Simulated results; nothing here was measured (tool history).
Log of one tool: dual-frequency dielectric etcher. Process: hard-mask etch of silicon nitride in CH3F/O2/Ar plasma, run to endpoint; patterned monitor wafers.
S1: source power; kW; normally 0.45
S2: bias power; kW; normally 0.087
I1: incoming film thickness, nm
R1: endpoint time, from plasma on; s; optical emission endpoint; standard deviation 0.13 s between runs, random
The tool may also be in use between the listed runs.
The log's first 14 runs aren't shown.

run	day	S1	S2	I1	R1
15	7.658	0.41	0.087	33.71	45.5
# day 8.996: upper electrode replaced
16	9.017	0.45	0.081	33.78	45.9
17	9.029	0.45	0.102	33.8	40.2
# day 10.496: wet clean of the chamber
18	10.517	0.45	0.072	33.63	49.8
19	10.533	0.48	0.087	33.4	43.5
20	11.517	0.56	0.07	33.65	47.3
21	12.012	0.45	0.077	33.76	48
22	12.642	0.45	0.087	33.57	44.2
23	13.354	0.39	0.079	33.27	48.5
24	13.925	0.42	0.069	33.69	52
25	14.458	0.48	0.106	33.51	38.9
# day 14.7: bias power generator calibrated
26	15.008	0.45	0.087	33.57	44.1
27	15.754	0.56	0.073	33.44	45.6
28	16.458	0.36	0.081	33.58	49
29	16.921	0.4	0.105	33.63	41
30	17.171	0.45	0.087	33.62	44.1
31	17.675	0.54	0.097	33.49	39.2
32	18.421	0.45	0.087	33.13	43.4
33	18.904	0.45	0.087	33.54	43.9
34	19.5	0.48	0.098	33.24	40
35	19.942	0.45	0.087	33.54	43.9

Predict each of these 4 candidate next runs independently; none follows another, all start after run 35:
A	19.958	0.51	0.087	33.44	?
B	19.958	0.45	0.094	33.44	?
C	19.958	0.36	0.096	33.44	?
D	19.958	0.37	0.106	33.44	?

run	R1
A	42.1
B	41.9
C	44.1
D	41.4
With no hidden state in the tool, these same runs would have given:
run	R1
A	42.5
B	42.3
C	44.6
D	41.9

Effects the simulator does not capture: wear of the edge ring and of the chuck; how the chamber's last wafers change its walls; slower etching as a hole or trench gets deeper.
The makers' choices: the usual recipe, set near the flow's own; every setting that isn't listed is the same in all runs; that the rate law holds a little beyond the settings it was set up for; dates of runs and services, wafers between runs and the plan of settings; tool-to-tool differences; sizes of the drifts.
